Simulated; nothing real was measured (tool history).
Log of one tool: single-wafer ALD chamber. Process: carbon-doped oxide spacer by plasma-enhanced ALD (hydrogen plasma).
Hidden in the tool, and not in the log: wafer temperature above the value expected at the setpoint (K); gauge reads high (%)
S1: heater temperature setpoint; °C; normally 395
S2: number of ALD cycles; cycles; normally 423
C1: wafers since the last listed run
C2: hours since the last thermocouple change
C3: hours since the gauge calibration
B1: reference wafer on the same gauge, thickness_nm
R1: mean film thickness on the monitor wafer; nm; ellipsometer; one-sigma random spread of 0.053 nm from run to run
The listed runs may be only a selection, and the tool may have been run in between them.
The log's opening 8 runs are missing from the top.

Run 9, hour 101.5: usual settings but S2 391 cycles; C1 5; C2 2486.9; C3 358.2; B1 22.727. Result: R1 19.807 nm.
Run 10, hour 119: usual settings but S1 399 °C; C1 10; C2 2504.4; C3 375.7; B1 22.74. Result: R1 21.481 nm.
Run 11, hour 134.5: usual settings but S1 400 °C; C1 9; C2 2519.9; C3 391.2; B1 22.768. Result: R1 21.516 nm.
Run 12, hour 149.9: usual settings but S1 383 °C; C1 9; C2 2535.3; C3 406.6; B1 22.775. Result: R1 21.449 nm.
Run 13, hour 162.6: usual settings but S1 383 °C; C1 7; C2 2548; C3 419.3; B1 22.799. Result: R1 21.45 nm.
Run 14, hour 178.6: usual settings; C1 9; C2 2564; C3 435.3; B1 22.78. Result: R1 21.536 nm.
Run 15, hour 187.7: usual settings; C1 5; C2 2573.1; C3 444.4; B1 22.783. Result: R1 21.525 nm.
Run 16, hour 195.6: usual settings; C1 4; C2 2581; C3 452.3; B1 22.8. Result: R1 21.462 nm.

The next listed run, before its measurement:
Run 17, hour 209.5: usual settings; C1 8; C2 2594.9; C3 466.2; B1 ?. Result: R1 ?.

For run 17 the tool returned B1 22.83, R1 21.529 nm.
Take away the tool's hidden state, keep the run-to-run variation as it was, and the same run would have given R1 21.314 nm.

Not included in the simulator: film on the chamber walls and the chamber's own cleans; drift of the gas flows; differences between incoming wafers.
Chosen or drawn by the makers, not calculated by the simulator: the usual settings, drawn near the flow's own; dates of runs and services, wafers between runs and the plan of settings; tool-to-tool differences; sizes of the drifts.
